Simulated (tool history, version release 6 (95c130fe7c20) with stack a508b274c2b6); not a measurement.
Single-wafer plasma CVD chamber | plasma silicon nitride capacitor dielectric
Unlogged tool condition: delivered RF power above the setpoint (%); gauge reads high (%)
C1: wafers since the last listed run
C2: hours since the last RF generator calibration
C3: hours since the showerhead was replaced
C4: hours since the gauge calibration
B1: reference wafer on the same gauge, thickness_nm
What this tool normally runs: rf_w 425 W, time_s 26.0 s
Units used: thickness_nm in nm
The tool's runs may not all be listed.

Run 1, hour 0.0: usual settings; C1 0; C2 1635.6; C3 5972.1; C4 185.1; B1 42.712. Result: thickness_nm 36.734 nm.
Run 2, hour 15.8: usual settings but rf_w 385 W; C1 533; C2 1651.4; C3 5987.9; C4 200.9; B1 42.671. Result: thickness_nm 35.482 nm.
Run 3, hour 31.1: usual settings but rf_w 385 W; C1 516; C2 1666.7; C3 6003.2; C4 216.2; B1 42.696. Result: thickness_nm 35.588 nm.
Run 4, hour 44.3: usual settings but rf_w 385 W; C1 445; C2 1679.9; C3 6016.4; C4 229.4; B1 42.686. Result: thickness_nm 35.530 nm.
Run 5, hour 52.4: usual settings; C1 273; C2 1688.0; C3 6024.5; C4 237.5; B1 42.711. Result: thickness_nm 36.671 nm.
Run 6, hour 62.7: usual settings but rf_w 360 W; C1 347; C2 1698.3; C3 6034.8; C4 247.8; B1 42.725. Result: thickness_nm 34.770 nm.
Run 7, hour 80.6: usual settings but rf_w 360 W; C1 604; C2 1716.2; C3 6052.7; C4 265.7; B1 42.681. Result: thickness_nm 34.819 nm.
Run 8, hour 89.8: usual settings but rf_w 490 W; C1 310; C2 1725.4; C3 6061.9; C4 274.9; B1 42.704. Result: thickness_nm 38.203 nm.
Run 9, hour 107.4: usual settings but rf_w 490 W; C1 594; C2 1743.0; C3 6079.5; C4 292.5; B1 42.698. Result: thickness_nm 38.234 nm.
Run 10, hour 123.9: usual settings; C1 557; C2 1759.5; C3 6096.0; C4 309.0; B1 42.692. Result: thickness_nm 36.637 nm.
Run 11, hour 136.7: usual settings; C1 432; C2 1772.3; C3 6108.8; C4 321.8; B1 42.700. Result: thickness_nm 36.593 nm.
Run 12, hour 143.6: usual settings; C1 233; C2 1779.2; C3 6115.7; C4 328.7; B1 42.702. Result: thickness_nm 36.532 nm.
Run 13, hour 158.1: usual settings; C1 489; C2 1793.7; C3 6130.2; C4 343.2; B1 42.699. Result: thickness_nm 36.532 nm.
Run 14, hour 169.8: usual settings; C1 395; C2 1805.4; C3 6141.9; C4 354.9; B1 42.711. Result: thickness_nm 36.580 nm.
Run 15, hour 184.7: usual settings; C1 503; C2 1820.3; C3 6156.8; C4 369.8; B1 42.685. Result: thickness_nm 36.575 nm.
At hour 188.9: gauge calibrated.
Run 16, hour 197.7: usual settings; C1 439; C2 1833.3; C3 6169.8; C4 8.8; B1 42.690. Result: thickness_nm 36.563 nm.
Run 17, hour 207.6: usual settings but time_s 21.8 s; C1 334; C2 1843.2; C3 6179.7; C4 18.7; B1 42.687. Result: thickness_nm 30.650 nm.
Run 18, hour 221.2: usual settings but time_s 21.8 s; C1 459; C2 1856.8; C3 6193.3; C4 32.3; B1 42.708. Result: thickness_nm 30.728 nm.
Run 19, hour 231.2: usual settings but time_s 21.8 s; C1 337; C2 1866.8; C3 6203.3; C4 42.3; B1 42.705. Result: thickness_nm 30.614 nm.
Run 20, hour 250.7: usual settings but time_s 22.3 s; C1 658; C2 1886.3; C3 6222.8; C4 61.8; B1 42.689. Result: thickness_nm 31.391 nm.
Run 21, hour 262.7: usual settings; C1 405; C2 1898.3; C3 6234.8; C4 73.8; B1 42.705. Result: thickness_nm 36.659 nm.
Run 22, hour 287.6: usual settings but rf_w 395 W, time_s 30.1 s; C1 841; C2 1923.2; C3 6259.7; C4 98.7; B1 42.716. Result: thickness_nm 41.425 nm.
Run 23, hour 304.4: usual settings but time_s 29.7 s; C1 567; C2 1940.0; C3 6276.5; C4 115.5; B1 42.695. Result: thickness_nm 41.721 nm.
Run 24, hour 317.2: usual settings; C1 432; C2 1952.8; C3 6289.3; C4 128.3; B1 42.699. Result: thickness_nm 36.461 nm.
Run 25, hour 324.9: usual settings but rf_w 375 W, time_s 21.7 s; C1 260; C2 1960.5; C3 6297.0; C4 136.0; B1 42.703. Result: thickness_nm 29.346 nm.
Run 26, hour 336.3: usual settings but rf_w 485 W, time_s 22.1 s; C1 385; C2 1971.9; C3 6308.4; C4 147.4; B1 42.698. Result: thickness_nm 32.268 nm.
At hour 349.9: RF generator calibrated.
At hour 352.9: showerhead replaced.
Run 27, hour 354.0: usual settings but time_s 29.5 s; C1 228; C2 4.1; C3 1.1; C4 165.1; B1 42.706. Result: thickness_nm 42.623 nm.
Run 28, hour 367.9: usual settings but rf_w 400 W; C1 469; C2 18.0; C3 15.0; C4 179.0; B1 42.683. Result: thickness_nm 36.823 nm.
Run 29, hour 380.6: usual settings but time_s 24.1 s; C1 428; C2 30.7; C3 27.7; C4 191.7; B1 42.699. Result: thickness_nm 34.791 nm.
Run 30, hour 395.0: usual settings but rf_w 475 W, time_s 21.5 s; C1 486; C2 45.1; C3 42.1; C4 206.1; B1 42.707. Result: thickness_nm 32.132 nm.
Run 31, hour 402.0: usual settings but rf_w 455 W, time_s 28.4 s; C1 236; C2 52.1; C3 49.1; C4 213.1; B1 42.687. Result: thickness_nm 41.741 nm.
Run 32, hour 419.9: usual settings but rf_w 455 W, time_s 28.5 s; C1 604; C2 70.0; C3 67.0; C4 231.0; B1 42.709. Result: thickness_nm 41.918 nm.
Run 33, hour 429.9: usual settings but time_s 28.4 s; C1 337; C2 80.0; C3 77.0; C4 241.0; B1 42.698. Result: thickness_nm 40.804 nm.
Run 34, hour 442.9: usual settings; C1 439; C2 93.0; C3 90.0; C4 254.0; B1 42.694. Result: thickness_nm 37.466 nm.
Run 35, hour 458.7: usual settings but rf_w 380 W, time_s 30.8 s; C1 533; C2 108.8; C3 105.8; C4 269.8; B1 42.699. Result: thickness_nm 43.011 nm.
Run 36, hour 467.3: usual settings but rf_w 455 W, time_s 28.4 s; C1 290; C2 117.4; C3 114.4; C4 278.4; B1 42.704. Result: thickness_nm 41.713 nm.
Run 37, hour 477.0: usual settings but rf_w 455 W, time_s 28.4 s; C1 327; C2 127.1; C3 124.1; C4 288.1; B1 42.696. Result: thickness_nm 41.719 nm.
At hour 482.4: gauge calibrated.
Run 38, hour 484.6: usual settings but rf_w 345 W, time_s 24.3 s; C1 256; C2 134.7; C3 131.7; C4 2.2; B1 42.696. Result: thickness_nm 32.886 nm.
Run 39, hour 496.9: usual settings; C1 415; C2 147.0; C3 144.0; C4 14.5; B1 42.715. Result: thickness_nm 37.317 nm.
Run 40, hour 505.8: usual settings; C1 300; C2 155.9; C3 152.9; C4 23.4; B1 42.708. Result: thickness_nm 37.480 nm.
Run 41, hour 518.0: usual settings but rf_w 455 W, time_s 28.5 s; C1 412; C2 168.1; C3 165.1; C4 35.6; B1 42.729. Result: thickness_nm 41.893 nm.
Run 42, hour 524.9: usual settings but time_s 21.1 s; C1 233; C2 175.0; C3 172.0; C4 42.5; B1 42.697. Result: thickness_nm 30.362 nm.
Run 43, hour 562.8: usual settings but rf_w 450 W, time_s 31.0 s; C1 1280; C2 212.9; C3 209.9; C4 80.4; B1 42.689. Result: thickness_nm 45.353 nm.

Hidden state at the last listed run before each entry between runs and at the first one after, where it differs:
From run 15 to run 16: gauge calibrated (hour 188.9)
  delivered RF power above the setpoint (%): -7.88 -> -7.94
  the result without the hidden state subtracted from the measured one, thickness_nm: -0.923 -> -0.930 nm
From run 26 to run 27: RF generator calibrated (hour 349.9); showerhead replaced (hour 352.9)
  delivered RF power above the setpoint (%): -8.53 -> -0.0244
  the result without the hidden state subtracted from the measured one, thickness_nm: -0.886 -> -0.003 nm
From run 37 to run 38: gauge calibrated (hour 482.4)
  delivered RF power above the setpoint (%): -0.555 -> -0.588
  the result without the hidden state subtracted from the measured one, thickness_nm: -0.070 -> -0.059 nm
